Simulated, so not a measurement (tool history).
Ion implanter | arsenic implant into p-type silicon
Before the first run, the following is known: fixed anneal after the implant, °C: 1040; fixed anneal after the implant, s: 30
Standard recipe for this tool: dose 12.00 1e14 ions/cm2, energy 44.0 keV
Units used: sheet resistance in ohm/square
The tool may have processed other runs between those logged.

run,hour,dose,energy,"read-back reference wafer on the same gauge, sheet resistance",sheet resistance
1,0.0,9.61,44.0,98.56,113.49
2,19.4,12.00,44.0,98.62,97.08
3,32.9,12.00,44.0,98.59,96.81
# hour 36.7: gauge calibrated
4,45.8,12.00,44.0,98.54,97.11
5,79.9,12.00,36.5,98.61,99.89
6,140.1,12.00,36.5,98.58,100.05
7,156.4,12.00,44.0,98.58,97.65
8,186.4,12.00,44.0,98.61,97.49
9,214.7,12.00,44.0,98.63,97.33
10,234.7,12.00,44.0,98.59,97.61
11,259.3,12.00,44.0,98.62,97.56
12,285.9,12.00,53.0,98.60,94.82
# hour 306.0: Faraday cup replaced and dose calibrated
13,306.5,12.00,53.0,98.61,91.27
# hour 332.4: extraction supply calibrated
14,332.9,12.00,44.0,98.64,94.17
15,366.9,12.00,44.0,98.60,94.33
16,390.8,12.00,44.0,98.60,94.38
17,412.7,12.00,44.0,98.60,94.48
18,428.6,12.00,44.0,98.59,94.28
19,462.9,10.97,44.0,98.55,100.35
20,476.7,14.25,57.5,98.54,79.43
21,506.9,12.00,44.0,98.60,94.58
22,520.2,14.12,49.5,98.57,82.81
23,540.8,13.18,59.0,98.59,83.44
24,575.1,15.46,53.5,98.58,76.58
25,598.8,9.84,36.5,98.62,111.40
# hour 599.8: gauge calibrated
26,633.5,15.55,57.5,98.64,75.17
27,666.7,13.88,55.0,98.60,81.94
28,697.6,12.00,32.5,98.62,98.92
29,711.5,12.00,44.0,98.63,94.45
30,727.0,8.61,52.0,98.59,116.79
31,747.4,14.35,49.5,98.58,81.98
32,772.1,12.00,34.0,98.62,98.41
33,795.8,15.55,34.5,98.58,83.81
34,816.3,10.13,57.5,98.61,101.94
35,835.9,10.51,29.0,98.64,109.79
36,864.6,9.34,39.5,98.61,114.71
37,885.5,12.00,44.0,98.55,94.83
38,914.7,12.00,44.0,98.62,94.69

3 options for the next run, each taken on its own from the tool as it stands now. Forecast them:
A,915.1,12.00,44.0,?,?
B,915.1,9.39,58.0,?,?
C,915.1,10.41,53.0,?,?

run,"read-back reference wafer on the same gauge, sheet resistance",sheet resistance
A,98.57,94.73
B,98.57,107.95
C,98.57,101.52
With the hidden condition removed and each run's random variation left untouched, the same runs would have given:
run,sheet resistance
A,94.72
B,107.94
C,101.51

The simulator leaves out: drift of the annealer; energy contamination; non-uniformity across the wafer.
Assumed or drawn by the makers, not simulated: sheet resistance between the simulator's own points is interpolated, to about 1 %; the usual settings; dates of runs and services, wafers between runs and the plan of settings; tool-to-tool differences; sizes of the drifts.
